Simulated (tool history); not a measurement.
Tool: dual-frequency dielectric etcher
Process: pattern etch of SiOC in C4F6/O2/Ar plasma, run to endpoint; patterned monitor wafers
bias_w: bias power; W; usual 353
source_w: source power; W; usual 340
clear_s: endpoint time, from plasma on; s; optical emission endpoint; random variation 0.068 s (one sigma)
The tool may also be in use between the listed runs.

run     day  bias_w  source_w  wafers since the last listed run  hours since the last wet clean  hours since the last bias power generator calibration  hours since the last source power generator calibration  hours since the last upper electrode change  incoming incoming film thickness, nm  clear_s
  1   0.000     353       340                                 0                           281.6                                                 1531.2                                                   1368.7                                       4557.0                                 47.41     18.4
  2   2.192     353       340                              1288                           334.2                                                 1583.8                                                   1421.3                                       4609.6                                 47.40     18.3
      5.058  -- wet clean of the chamber
  3   5.079     353       340                              1109                             0.5                                                 1653.1                                                   1490.6                                       4678.9                                 46.97     18.1
  4   7.546     353       340                              1449                            59.7                                                 1712.3                                                   1549.8                                       4738.1                                 47.04     18.3
  5  10.121     353       340                              1513                           121.5                                                 1774.1                                                   1611.6                                       4799.9                                 47.05     18.2
  6  12.254     353       340                              1254                           172.7                                                 1825.3                                                   1662.8                                       4851.1                                 47.30     18.3
  7  13.804     353       340                               911                           209.9                                                 1862.5                                                   1700.0                                       4888.3                                 47.07     18.3
  8  16.350     381       340                              1496                           271.0                                                 1923.6                                                   1761.1                                       4949.4                                 47.06     17.6
  9  17.675     381       340                               778                           302.8                                                 1955.4                                                   1792.9                                       4981.2                                 47.29     17.7
 10  19.638     381       340                              1153                           349.9                                                 2002.5                                                   1840.0                                       5028.3                                 46.75     17.4
 11  21.071     353       400                               842                           384.3                                                 2036.9                                                   1874.4                                       5062.7                                 46.57     16.4
     23.929  -- bias power generator calibrated
     24.592  -- wet clean of the chamber
 12  27.421     353       400                              3243                            67.9                                                   83.8                                                   2026.8                                       5215.1                                 47.01     16.9
 13  29.246     353       400                              1072                           111.7                                                  127.6                                                   2070.6                                       5258.9                                 46.81     16.8
     30.633  -- source power generator calibrated
 14  31.175     330       340                              1036                           158.0                                                  173.9                                                     13.0                                       5305.2                                 47.05     19.2
 15  33.400     313       290                              1307                           211.4                                                  227.3                                                     66.4                                       5358.6                                 46.90     21.4
 16  34.875     433       390                               867                           246.8                                                  262.7                                                    101.8                                       5394.0                                 46.99     15.6
 17  37.358     411       340                              1459                           306.4                                                  322.3                                                    161.4                                       5453.6                                 46.71     17.2
 18  41.525     417       280                              2449                           406.4                                                  422.3                                                    261.4                                       5553.6                                 47.33     19.5
     42.588  -- wet clean of the chamber
 19  43.700     294       280                               690                            26.7                                                  474.5                                                    313.6                                       5605.8                                 47.33     22.7
     46.138  -- upper electrode replaced, of another model than before
 20  46.329     294       410                               957                            89.8                                                  537.6                                                    376.7                                          4.6                                 47.03     17.3
 21  48.046     353       340                              1009                           131.0                                                  578.8                                                    417.9                                         45.8                                 46.62     18.2
 22  50.888     381       340                              1670                           199.2                                                  647.0                                                    486.1                                        114.0                                 47.11     17.6
 23  53.508     303       370                              1540                           262.1                                                  709.9                                                    549.0                                        176.9                                 46.72     18.3
 24  54.575     353       340                               627                           287.7                                                  735.5                                                    574.6                                        202.5                                 46.68     18.1
 25  55.675     353       280                               646                           314.1                                                  761.9                                                    601.0                                        228.9                                 46.94     23.7
 26  58.675     395       340                              1763                           386.1                                                  833.9                                                    673.0                                        300.9                                 47.15     17.2
 27  59.967     353       390                               759                           417.1                                                  864.9                                                    704.0                                        331.9                                 46.53     15.9
 28  61.971     353       340                              1178                           465.2                                                  913.0                                                    752.1                                        380.0                                 46.65     18.1
     63.125  -- wet clean of the chamber
 29  64.275     412       320                               766                            27.6                                                  968.3                                                    807.4                                        435.3                                 46.50     17.6
 30  66.333     290       340                              1209                            77.0                                                 1017.7                                                    856.8                                        484.7                                 47.00     20.8
 31  67.542     301       310                               710                           106.0                                                 1046.7                                                    885.8                                        513.7                                 46.38     22.1
 32  69.008     267       420                               862                           141.2                                                 1081.9                                                    921.0                                        548.9                                 46.89     17.8
 33  71.525     323       340                              1479                           201.6                                                 1142.3                                                    981.4                                        609.3                                 46.96     19.3
 34  73.079     353       340                               913                           238.9                                                 1179.6                                                   1018.7                                        646.6                                 47.18     18.3
 35  75.675     420       390                              1525                           301.2                                                 1241.9                                                   1081.0                                        708.9                                 47.27     14.5
 36  77.350     302       370                               984                           341.4                                                 1282.1                                                   1121.2                                        749.1                                 47.67     18.8

Hidden state at the last listed run before each entry between runs and at the first one after, where it differs:
Between runs 2 and 3: wet clean of the chamber (day 5.058)
  bias power that arrives over what is set, %: 4.42 -> 4.48
  measured less the result without the state, clear_s: -0.4 -> -0.4 s
Between runs 11 and 12: bias power generator calibrated (day 23.929); wet clean of the chamber (day 24.592)
  bias power that arrives over what is set, %: 4.72 -> -0.128
  measured less the result without the state, clear_s: -0.4 -> +0.0 s
Between runs 13 and 14: source power generator calibrated (day 30.633)
  bias power that arrives over what is set, %: 0.133 -> 0.392
  measured less the result without the state, clear_s: -0.1 -> +0.0 s
Between runs 18 and 19: wet clean of the chamber (day 42.588)
  bias power that arrives over what is set, %: 1.55 -> 1.75
  measured less the result without the state, clear_s: -0.2 -> -0.2 s
Between runs 19 and 20: upper electrode replaced, of another model than before (day 46.138)
  bias power that arrives over what is set, %: 1.75 -> 1.97
  measured less the result without the state, clear_s: -0.2 -> -0.2 s
Between runs 28 and 29: wet clean of the chamber (day 63.125)
  bias power that arrives over what is set, %: 2.98 -> 3.09
  measured less the result without the state, clear_s: -0.3 -> -0.3 s
